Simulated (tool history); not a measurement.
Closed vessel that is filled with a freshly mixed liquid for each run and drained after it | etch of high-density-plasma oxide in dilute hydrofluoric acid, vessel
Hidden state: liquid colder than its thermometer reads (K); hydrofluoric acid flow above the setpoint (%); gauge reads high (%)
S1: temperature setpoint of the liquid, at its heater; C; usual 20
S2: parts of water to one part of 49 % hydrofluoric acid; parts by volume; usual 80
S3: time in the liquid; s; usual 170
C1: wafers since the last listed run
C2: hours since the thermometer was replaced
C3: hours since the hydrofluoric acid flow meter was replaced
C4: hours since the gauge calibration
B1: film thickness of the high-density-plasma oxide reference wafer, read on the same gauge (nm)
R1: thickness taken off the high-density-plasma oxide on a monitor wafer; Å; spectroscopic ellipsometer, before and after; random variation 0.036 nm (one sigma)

{"run": 1, "day": 0.0, "S1": 20, "S2": 80, "S3": 170, "C1": 0, "C2": 2076.2, "C3": 900.1, "C4": 62.9, "B1": 40, "R1": 116}
{"run": 2, "day": 1.688, "S1": 20, "S2": 80, "S3": 170, "C1": 3307, "C2": 2116.7, "C3": 940.6, "C4": 103.4, "B1": 40, "R1": 116.5}
{"run": 3, "day": 2.038, "S1": 20, "S2": 80, "S3": 170, "C1": 685, "C2": 2125.1, "C3": 949, "C4": 111.8, "B1": 40.02, "R1": 116.8}
{"run": 4, "day": 2.446, "S1": 20, "S2": 80, "S3": 170, "C1": 800, "C2": 2134.9, "C3": 958.8, "C4": 121.6, "B1": 39.99, "R1": 116.1}
{"run": 5, "day": 2.825, "S1": 20, "S2": 80, "S3": 170, "C1": 743, "C2": 2144, "C3": 967.9, "C4": 130.7, "B1": 40, "R1": 116.5}
{"day": 2.971, "done": "thermometer replaced"}
{"run": 6, "day": 3.204, "S1": 20, "S2": 80, "S3": 170, "C1": 661, "C2": 5.6, "C3": 977, "C4": 139.8, "B1": 39.99, "R1": 117.9}
{"run": 7, "day": 3.692, "S1": 23, "S2": 80, "S3": 195, "C1": 955, "C2": 17.3, "C3": 988.7, "C4": 151.5, "B1": 40.01, "R1": 151.9}
{"day": 4.208, "done": "gauge calibrated"}
{"run": 8, "day": 4.333, "S1": 23, "S2": 80, "S3": 195, "C1": 1257, "C2": 32.7, "C3": 1004.1, "C4": 3, "B1": 40, "R1": 152.4}
{"run": 9, "day": 4.642, "S1": 20, "S2": 80, "S3": 170, "C1": 604, "C2": 40.1, "C3": 1011.5, "C4": 10.4, "B1": 39.98, "R1": 117.2}
{"day": 4.875, "done": "hydrofluoric acid flow meter replaced"}
{"run": 10, "day": 5.204, "S1": 20, "S2": 50, "S3": 200, "C1": 1020, "C2": 53.6, "C3": 7.9, "C4": 23.9, "B1": 39.98, "R1": 197.5}
{"run": 11, "day": 5.762, "S1": 20, "S2": 55, "S3": 125, "C1": 1094, "C2": 67, "C3": 21.3, "C4": 37.3, "B1": 40, "R1": 112.2}
{"run": 12, "day": 6.238, "S1": 25, "S2": 80, "S3": 170, "C1": 930, "C2": 78.4, "C3": 32.7, "C4": 48.7, "B1": 39.99, "R1": 126.2}
{"run": 13, "day": 6.888, "S1": 23, "S2": 95, "S3": 105, "C1": 1273, "C2": 94, "C3": 48.3, "C4": 64.3, "B1": 40.01, "R1": 59.1}
{"run": 14, "day": 7.633, "S1": 20, "S2": 95, "S3": 240, "C1": 1461, "C2": 111.9, "C3": 66.2, "C4": 82.2, "B1": 40, "R1": 119}
{"run": 15, "day": 8.317, "S1": 17, "S2": 110, "S3": 170, "C1": 1339, "C2": 128.3, "C3": 82.6, "C4": 98.6, "B1": 40, "R1": 63.8}
{"run": 16, "day": 9.179, "S1": 17, "S2": 65, "S3": 135, "C1": 1690, "C2": 149, "C3": 103.3, "C4": 119.3, "B1": 39.98, "R1": 90}

Forecast each of these 3 alternatives for the next run:
{"run": "A", "day": 9.208, "S1": 24.5, "S2": 80, "S3": 170, "C1": 57, "C2": 149.7, "C3": 104, "C4": 120, "B1": "?", "R1": "?"}
{"run": "B", "day": 9.208, "S1": 22, "S2": 95, "S3": 145, "C1": 57, "C2": 149.7, "C3": 104, "C4": 120, "B1": "?", "R1": "?"}
{"run": "C", "day": 9.208, "S1": 20, "S2": 100, "S3": 240, "C1": 57, "C2": 149.7, "C3": 104, "C4": 120, "B1": "?", "R1": "?"}

run=A B1=40 R1=123.6
run=B B1=40 R1=78.8
run=C B1=40 R1=113.6
Without the tool's hidden state the same runs would have given:
run=A R1=121.4
run=B R1=77.4
run=C R1=111.5

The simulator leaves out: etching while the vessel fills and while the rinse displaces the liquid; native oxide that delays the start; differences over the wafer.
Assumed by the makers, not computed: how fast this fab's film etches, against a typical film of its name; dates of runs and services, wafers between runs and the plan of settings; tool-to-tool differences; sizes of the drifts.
